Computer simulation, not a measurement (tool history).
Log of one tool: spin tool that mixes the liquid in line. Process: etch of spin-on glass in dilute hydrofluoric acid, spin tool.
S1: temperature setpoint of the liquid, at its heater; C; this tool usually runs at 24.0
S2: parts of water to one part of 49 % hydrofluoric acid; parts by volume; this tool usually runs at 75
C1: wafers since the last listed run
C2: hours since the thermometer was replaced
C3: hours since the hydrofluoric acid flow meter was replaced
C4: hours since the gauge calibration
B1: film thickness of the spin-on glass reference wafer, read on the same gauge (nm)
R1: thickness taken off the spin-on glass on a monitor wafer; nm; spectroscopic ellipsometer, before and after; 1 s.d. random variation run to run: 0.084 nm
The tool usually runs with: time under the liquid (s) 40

{"run": 1, "day": 0.0, "S1": 24.0, "S2": 75, "time under the liquid (s)": 40, "C1": 0, "C2": 1174.8, "C3": 1329.2, "C4": 670.8, "B1": 30.67, "R1": 17.66}
{"run": 2, "day": 1.133, "S1": 24.0, "S2": 75, "time under the liquid (s)": 40, "C1": 260, "C2": 1202.0, "C3": 1356.4, "C4": 698.0, "B1": 30.69, "R1": 17.73}
{"run": 3, "day": 2.162, "S1": 24.0, "S2": 75, "time under the liquid (s)": 40, "C1": 236, "C2": 1226.7, "C3": 1381.1, "C4": 722.7, "B1": 30.75, "R1": 17.68}
{"run": 4, "day": 4.017, "S1": 24.0, "S2": 75, "time under the liquid (s)": 40, "C1": 426, "C2": 1271.2, "C3": 1425.6, "C4": 767.2, "B1": 30.8, "R1": 17.8}
{"run": 5, "day": 5.396, "S1": 24.0, "S2": 75, "time under the liquid (s)": 40, "C1": 316, "C2": 1304.3, "C3": 1458.7, "C4": 800.3, "B1": 30.88, "R1": 17.64}
{"run": 6, "day": 6.708, "S1": 24.0, "S2": 75, "time under the liquid (s)": 40, "C1": 301, "C2": 1335.8, "C3": 1490.2, "C4": 831.8, "B1": 30.91, "R1": 17.79}
{"run": 7, "day": 8.138, "S1": 24.0, "S2": 75, "time under the liquid (s)": 40, "C1": 328, "C2": 1370.1, "C3": 1524.5, "C4": 866.1, "B1": 30.97, "R1": 17.84}
{"run": 8, "day": 10.729, "S1": 24.0, "S2": 75, "time under the liquid (s)": 40, "C1": 595, "C2": 1432.3, "C3": 1586.7, "C4": 928.3, "B1": 31.11, "R1": 17.87}
{"run": 9, "day": 11.921, "S1": 24.0, "S2": 75, "time under the liquid (s)": 40, "C1": 273, "C2": 1460.9, "C3": 1615.3, "C4": 956.9, "B1": 31.16, "R1": 17.92}
{"day": 12.871, "done": "gauge calibrated"}
{"run": 10, "day": 13.304, "S1": 24.0, "S2": 45, "time under the liquid (s)": 40, "C1": 317, "C2": 1494.1, "C3": 1648.5, "C4": 10.4, "B1": 30.12, "R1": 30.17}
{"run": 11, "day": 14.304, "S1": 24.0, "S2": 75, "time under the liquid (s)": 40, "C1": 229, "C2": 1518.1, "C3": 1672.5, "C4": 34.4, "B1": 30.14, "R1": 17.24}
{"run": 12, "day": 16.721, "S1": 24.0, "S2": 75, "time under the liquid (s)": 40, "C1": 555, "C2": 1576.1, "C3": 1730.5, "C4": 92.4, "B1": 30.13, "R1": 17.36}
{"run": 13, "day": 19.262, "S1": 24.0, "S2": 75, "time under the liquid (s)": 40, "C1": 584, "C2": 1637.1, "C3": 1791.5, "C4": 153.4, "B1": 30.14, "R1": 17.38}
{"run": 14, "day": 21.879, "S1": 22.0, "S2": 110, "time under the liquid (s)": 25, "C1": 601, "C2": 1699.9, "C3": 1854.3, "C4": 216.2, "B1": 30.17, "R1": 6.51}
{"day": 24.567, "done": "thermometer replaced"}
{"run": 15, "day": 24.621, "S1": 24.0, "S2": 60, "time under the liquid (s)": 40, "C1": 620, "C2": 1.3, "C3": 1920.1, "C4": 282.0, "B1": 30.21, "R1": 22.32}
{"run": 16, "day": 26.704, "S1": 21.5, "S2": 50, "time under the liquid (s)": 40, "C1": 478, "C2": 51.3, "C3": 1970.1, "C4": 332.0, "B1": 30.23, "R1": 24.26}
{"run": 17, "day": 29.071, "S1": 24.0, "S2": 75, "time under the liquid (s)": 40, "C1": 543, "C2": 108.1, "C3": 2026.9, "C4": 388.8, "B1": 30.27, "R1": 17.39}
{"day": 30.25, "done": "hydrofluoric acid flow meter replaced"}
{"run": 18, "day": 31.679, "S1": 24.0, "S2": 75, "time under the liquid (s)": 30, "C1": 589, "C2": 170.7, "C3": 34.3, "C4": 451.4, "B1": 30.35, "R1": 12.99}
{"run": 19, "day": 33.246, "S1": 25.5, "S2": 45, "time under the liquid (s)": 30, "C1": 360, "C2": 208.3, "C3": 71.9, "C4": 489.0, "B1": 30.38, "R1": 24.15}
{"run": 20, "day": 34.579, "S1": 24.0, "S2": 100, "time under the liquid (s)": 40, "C1": 306, "C2": 240.3, "C3": 103.9, "C4": 521.0, "B1": 30.42, "R1": 12.69}
{"run": 21, "day": 37.554, "S1": 27.0, "S2": 110, "time under the liquid (s)": 60, "C1": 683, "C2": 311.7, "C3": 175.3, "C4": 592.4, "B1": 30.5, "R1": 19.35}
{"run": 22, "day": 40.358, "S1": 24.0, "S2": 75, "time under the liquid (s)": 40, "C1": 644, "C2": 379.0, "C3": 242.6, "C4": 659.7, "B1": 30.58, "R1": 17.61}

The same runs without the tool's hidden state, with the same run-to-run variation:
The tool's hidden condition here consists of: liquid colder than its thermometer reads (K); hydrofluoric acid flow below the setpoint (%); gauge reads high (%).
run=1 R1=17.29
run=2 R1=17.33
run=3 R1=17.26
run=4 R1=17.34
run=5 R1=17.15
run=6 R1=17.26
run=7 R1=17.28
run=8 R1=17.24
run=9 R1=17.25
run=10 R1=30.06
run=11 R1=17.18
run=12 R1=17.29
run=13 R1=17.30
run=14 R1=6.47
run=15 R1=22.17
run=16 R1=24.07
run=17 R1=17.22
run=18 R1=12.84
run=19 R1=23.85
run=20 R1=12.52
run=21 R1=19.03
run=22 R1=17.27
